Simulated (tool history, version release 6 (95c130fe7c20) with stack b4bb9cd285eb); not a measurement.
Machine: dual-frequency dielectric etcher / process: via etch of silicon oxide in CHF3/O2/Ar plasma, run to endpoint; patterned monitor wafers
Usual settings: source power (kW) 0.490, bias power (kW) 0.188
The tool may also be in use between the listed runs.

| run | hour | source power (kW) | bias power (kW) | incoming incoming film thickness, nm | endpoint time (s) |
|---|---|---|---|---|---|
| 1 | 0.0 | 0.550 | 0.167 | 641.9 | 349.1 |
| 2 | 15.1 | 0.550 | 0.167 | 639.0 | 346.2 |
| 3 | 26.5 | 0.520 | 0.175 | 637.2 | 351.3 |
| 4 | 36.5 | 0.490 | 0.188 | 643.9 | 356.6 |
| 5 | 47.0 | 0.490 | 0.188 | 644.2 | 355.0 |
| 6 | 62.1 | 0.490 | 0.188 | 638.5 | 353.3 |
| 7 | 76.9 | 0.490 | 0.188 | 638.2 | 355.4 |
|  | 102.7 | wet clean of the chamber |
| 8 | 103.2 | 0.490 | 0.188 | 642.9 | 338.9 |
| 9 | 103.7 | 0.490 | 0.188 | 645.4 | 341.7 |
| 10 | 109.9 | 0.580 | 0.188 | 642.8 | 311.7 |
|  | 124.0 | bias power generator calibrated |
|  | 141.8 | upper electrode replaced |
| 11 | 142.3 | 0.370 | 0.159 | 641.4 | 429.3 |
| 12 | 142.7 | 0.600 | 0.204 | 642.6 | 295.3 |
| 13 | 143.1 | 0.440 | 0.214 | 642.0 | 339.2 |
| 14 | 149.6 | 0.410 | 0.170 | 638.1 | 391.6 |
| 15 | 158.8 | 0.490 | 0.188 | 641.7 | 339.9 |
|  | 173.7 | source power generator calibrated |
| 16 | 174.2 | 0.550 | 0.205 | 646.2 | 311.0 |
| 17 | 185.1 | 0.490 | 0.223 | 641.4 | 316.5 |
| 18 | 200.8 | 0.490 | 0.188 | 642.2 | 339.4 |
| 19 | 207.8 | 0.570 | 0.206 | 639.1 | 303.2 |
| 20 | 221.2 | 0.430 | 0.188 | 642.8 | 369.9 |

Branching from run 20: 3 alternative next runs. What would each branch give?
| A | 221.7 | 0.490 | 0.188 | 644.8 | ? |
| B | 221.7 | 0.380 | 0.228 | 644.8 | ? |
| C | 221.7 | 0.420 | 0.226 | 644.8 | ? |

| run | endpoint time (s) |
|---|---|
| A | 343.3 |
| B | 367.8 |
| C | 347.1 |
With the hidden condition removed and each run's random variation left untouched, the same runs would have given:
| run | endpoint time (s) |
|---|---|
| A | 339.6 |
| B | 363.8 |
| C | 343.3 |

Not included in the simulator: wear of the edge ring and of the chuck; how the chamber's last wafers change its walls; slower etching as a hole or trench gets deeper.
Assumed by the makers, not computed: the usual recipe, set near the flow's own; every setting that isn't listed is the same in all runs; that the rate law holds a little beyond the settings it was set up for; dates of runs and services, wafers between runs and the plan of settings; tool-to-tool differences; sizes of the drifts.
